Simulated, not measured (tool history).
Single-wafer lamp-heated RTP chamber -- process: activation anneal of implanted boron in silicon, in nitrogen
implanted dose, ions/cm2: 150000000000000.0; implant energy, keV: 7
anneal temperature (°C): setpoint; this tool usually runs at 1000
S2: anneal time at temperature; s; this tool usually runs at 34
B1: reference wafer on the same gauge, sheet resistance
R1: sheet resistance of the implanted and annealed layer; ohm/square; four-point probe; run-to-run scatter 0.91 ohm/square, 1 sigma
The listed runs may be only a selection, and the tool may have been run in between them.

run 1 hour=0 | anneal_temperature_(°C)=1000 S2=34 | B1=620.99 | R1=608.19
run 2 hour=12.6 | anneal_temperature_(°C)=1000 S2=34 | B1=620.83 | R1=608.17
run 3 hour=26.9 | anneal_temperature_(°C)=1000 S2=34 | B1=620.89 | R1=607.07
run 4 hour=52.9 | anneal_temperature_(°C)=1000 S2=42 | B1=620.93 | R1=607.62
run 5 hour=86.2 | anneal_temperature_(°C)=1000 S2=42 | B1=621.05 | R1=606.58
run 6 hour=120.1 | anneal_temperature_(°C)=1000 S2=34 | B1=620.95 | R1=608.48
run 7 hour=152.4 | anneal_temperature_(°C)=1000 S2=34 | B1=621.08 | R1=607.9
run 8 hour=166.5 | anneal_temperature_(°C)=1000 S2=34 | B1=621.01 | R1=606.74
run 9 hour=185.5 | anneal_temperature_(°C)=1000 S2=34 | B1=621.08 | R1=607.77
run 10 hour=204.6 | anneal_temperature_(°C)=1000 S2=34 | B1=621.11 | R1=607.11
run 11 hour=236.8 | anneal_temperature_(°C)=981 S2=34 | B1=620.85 | R1=613.27
-- hour=251.7 reflector plate cleaned
run 12 hour=255.7 | anneal_temperature_(°C)=981 S2=34 | B1=621.18 | R1=612.65
run 13 hour=284.4 | anneal_temperature_(°C)=1000 S2=34 | B1=620.84 | R1=608.1
run 14 hour=364.9 | anneal_temperature_(°C)=1000 S2=34 | B1=621.02 | R1=607.56
-- hour=365.9 gauge calibrated
run 15 hour=385.9 | anneal_temperature_(°C)=1011 S2=34 | B1=620.97 | R1=606.48
-- hour=412.7 pyrometer window cleaned and pyrometer calibrated
run 16 hour=413.2 | anneal_temperature_(°C)=979 S2=48 | B1=621.15 | R1=612.42
run 17 hour=426.3 | anneal_temperature_(°C)=970 S2=47 | B1=621.02 | R1=616.24
run 18 hour=451.5 | anneal_temperature_(°C)=1014 S2=34 | B1=620.87 | R1=603.79
run 19 hour=485.6 | anneal_temperature_(°C)=1027 S2=34 | B1=621.2 | R1=602.76
run 20 hour=514 | anneal_temperature_(°C)=1026 S2=34 | B1=621.05 | R1=603.02
run 21 hour=532.5 | anneal_temperature_(°C)=991 S2=34 | B1=620.72 | R1=609.14
run 22 hour=558 | anneal_temperature_(°C)=991 S2=20 | B1=621.12 | R1=612.48
run 23 hour=657 | anneal_temperature_(°C)=1000 S2=34 | B1=621.04 | R1=608.28
run 24 hour=674.7 | anneal_temperature_(°C)=971 S2=51 | B1=620.85 | R1=613.2
run 25 hour=710.7 | anneal_temperature_(°C)=1024 S2=47 | B1=621.04 | R1=601.86
run 26 hour=734.9 | anneal_temperature_(°C)=971 S2=19 | B1=621 | R1=622.35

Each row is a separate what-if for the run after 26, all from the same tool condition, not one after another. Results?
run A hour=735.3 | anneal_temperature_(°C)=1000 S2=34 | B1=? | R1=?
run B hour=735.3 | anneal_temperature_(°C)=977 S2=46 | B1=? | R1=?
run C hour=735.3 | anneal_temperature_(°C)=1015 S2=40 | B1=? | R1=?
run D hour=735.3 | anneal_temperature_(°C)=984 S2=41 | B1=? | R1=?

run=A B1=621 R1=607.4
run=B B1=621 R1=611.85
run=C B1=621 R1=604.17
run=D B1=621 R1=610
Without the tool's hidden state the same runs would have given:
run=A R1=607.4
run=B R1=611.85
run=C R1=604.17
run=D R1=610

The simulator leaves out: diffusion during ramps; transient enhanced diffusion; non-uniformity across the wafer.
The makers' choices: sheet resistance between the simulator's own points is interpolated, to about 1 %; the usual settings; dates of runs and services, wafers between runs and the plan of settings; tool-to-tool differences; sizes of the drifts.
